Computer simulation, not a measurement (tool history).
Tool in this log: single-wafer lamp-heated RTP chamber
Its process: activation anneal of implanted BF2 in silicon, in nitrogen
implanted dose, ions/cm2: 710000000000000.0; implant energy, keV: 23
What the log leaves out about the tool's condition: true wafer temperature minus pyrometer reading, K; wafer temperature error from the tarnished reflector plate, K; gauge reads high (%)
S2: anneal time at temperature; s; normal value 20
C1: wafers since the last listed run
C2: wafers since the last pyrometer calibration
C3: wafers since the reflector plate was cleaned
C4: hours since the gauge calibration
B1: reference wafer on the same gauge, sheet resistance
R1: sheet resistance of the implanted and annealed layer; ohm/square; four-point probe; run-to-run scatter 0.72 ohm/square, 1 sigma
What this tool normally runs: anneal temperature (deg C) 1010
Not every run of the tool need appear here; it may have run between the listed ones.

run 1 hour=0.0 | anneal_temperature_(deg_C)=1010 S2=26 | C1=0 C2=2748 C3=3127 C4=809.3 | B1=188.94 | R1=210.53
-- hour=35.5 pyrometer window cleaned and pyrometer calibrated
run 2 hour=58.4 | anneal_temperature_(deg_C)=1010 S2=26 | C1=701 C2=318 C3=3829 C4=867.7 | B1=188.75 | R1=214.59
run 3 hour=82.7 | anneal_temperature_(deg_C)=1010 S2=26 | C1=338 C2=656 C3=4167 C4=892.0 | B1=189.16 | R1=213.36
run 4 hour=146.8 | anneal_temperature_(deg_C)=1004 S2=20 | C1=892 C2=1549 C3=5059 C4=956.1 | B1=189.09 | R1=220.77
run 5 hour=195.8 | anneal_temperature_(deg_C)=1004 S2=20 | C1=682 C2=2231 C3=5742 C4=1005.1 | B1=188.98 | R1=219.09
-- hour=231.8 pyrometer window cleaned and pyrometer calibrated
run 6 hour=233.5 | anneal_temperature_(deg_C)=1010 S2=20 | C1=413 C2=23 C3=6155 C4=1042.8 | B1=188.74 | R1=220.21
run 7 hour=282.9 | anneal_temperature_(deg_C)=1010 S2=20 | C1=687 C2=711 C3=6843 C4=1092.2 | B1=188.80 | R1=217.32
run 8 hour=308.6 | anneal_temperature_(deg_C)=1010 S2=20 | C1=357 C2=1069 C3=7201 C4=1117.9 | B1=189.05 | R1=217.00
-- hour=319.8 gauge calibrated
-- hour=325.1 reflector plate cleaned
run 9 hour=374.6 | anneal_temperature_(deg_C)=1018 S2=11 | C1=807 C2=1877 C3=689 C4=54.8 | B1=188.70 | R1=218.83
-- hour=417.8 pyrometer window cleaned and pyrometer calibrated
run 10 hour=427.4 | anneal_temperature_(deg_C)=1033 S2=29 | C1=623 C2=134 C3=1313 C4=107.6 | B1=189.06 | R1=201.83
run 11 hour=483.4 | anneal_temperature_(deg_C)=1033 S2=29 | C1=779 C2=913 C3=2093 C4=163.6 | B1=188.97 | R1=199.97
run 12 hour=513.8 | anneal_temperature_(deg_C)=988 S2=20 | C1=423 C2=1337 C3=2516 C4=194.0 | B1=188.97 | R1=234.65
run 13 hour=576.3 | anneal_temperature_(deg_C)=1010 S2=20 | C1=870 C2=2207 C3=3387 C4=256.5 | B1=188.87 | R1=214.81
-- hour=603.3 pyrometer window cleaned and pyrometer calibrated
run 14 hour=705.9 | anneal_temperature_(deg_C)=1010 S2=20 | C1=1693 C2=1429 C3=5080 C4=386.1 | B1=189.11 | R1=218.21
run 15 hour=732.6 | anneal_temperature_(deg_C)=1030 S2=28 | C1=371 C2=1801 C3=5452 C4=412.8 | B1=188.91 | R1=201.49
run 16 hour=767.0 | anneal_temperature_(deg_C)=993 S2=8 | C1=479 C2=2280 C3=5931 C4=447.2 | B1=188.94 | R1=242.53
run 17 hour=804.1 | anneal_temperature_(deg_C)=991 S2=20 | C1=516 C2=2796 C3=6447 C4=484.3 | B1=188.96 | R1=227.77
-- hour=828.0 pyrometer window cleaned and pyrometer calibrated
run 18 hour=852.4 | anneal_temperature_(deg_C)=1010 S2=20 | C1=561 C2=340 C3=7008 C4=532.6 | B1=188.68 | R1=219.54
run 19 hour=905.2 | anneal_temperature_(deg_C)=1010 S2=28 | C1=735 C2=1075 C3=7744 C4=585.4 | B1=189.08 | R1=211.75
-- hour=934.4 reflector plate cleaned
run 20 hour=949.0 | anneal_temperature_(deg_C)=996 S2=16 | C1=498 C2=1573 C3=202 C4=629.2 | B1=189.03 | R1=230.93
run 21 hour=993.1 | anneal_temperature_(deg_C)=1037 S2=14 | C1=614 C2=2188 C3=816 C4=673.3 | B1=189.17 | R1=205.29
-- hour=1059.8 pyrometer window cleaned and pyrometer calibrated
run 22 hour=1063.7 | anneal_temperature_(deg_C)=986 S2=20 | C1=871 C2=53 C3=1688 C4=743.9 | B1=188.96 | R1=239.44

Take each entry between the runs: how does the hidden state at the last listed run before it differ from the hidden state at the first listed run after it?
In the gap between runs 1 and 2: pyrometer window cleaned and pyrometer calibrated (hour 35.5)
  true wafer temperature minus pyrometer reading, K: 9.69 -> 1.22
  measured less the result without the state, R1: -6.18 -> -0.85 ohm/square
In the gap between runs 5 and 6: pyrometer window cleaned and pyrometer calibrated (hour 231.8)
  true wafer temperature minus pyrometer reading, K: 7.28 -> 0.126
  measured less the result without the state, R1: -5.42 -> -0.09 ohm/square
In the gap between runs 8 and 9: gauge calibrated (hour 319.8); reflector plate cleaned (hour 325.1)
  true wafer temperature minus pyrometer reading, K: 3.44 -> 6.34
  measured less the result without the state, R1: -2.37 -> -4.04 ohm/square
In the gap between runs 9 and 10: pyrometer window cleaned and pyrometer calibrated (hour 417.8)
  true wafer temperature minus pyrometer reading, K: 6.34 -> 1.23
  measured less the result without the state, R1: -4.04 -> -0.50 ohm/square
In the gap between runs 13 and 14: pyrometer window cleaned and pyrometer calibrated (hour 603.3)
  true wafer temperature minus pyrometer reading, K: 7.8 -> 4.84
  measured less the result without the state, R1: -5.19 -> -3.33 ohm/square
In the gap between runs 17 and 18: pyrometer window cleaned and pyrometer calibrated (hour 828.0)
  true wafer temperature minus pyrometer reading, K: 9.17 -> 1.09
  measured less the result without the state, R1: -8.45 -> -0.77 ohm/square
In the gap between runs 19 and 20: reflector plate cleaned (hour 934.4)
  true wafer temperature minus pyrometer reading, K: 3.41 -> 5.34
  measured less the result without the state, R1: -2.29 -> -4.73 ohm/square
In the gap between runs 21 and 22: pyrometer window cleaned and pyrometer calibrated (hour 1059.8)
  true wafer temperature minus pyrometer reading, K: 7.29 -> 0.836
  measured less the result without the state, R1: -3.38 -> -0.90 ohm/square
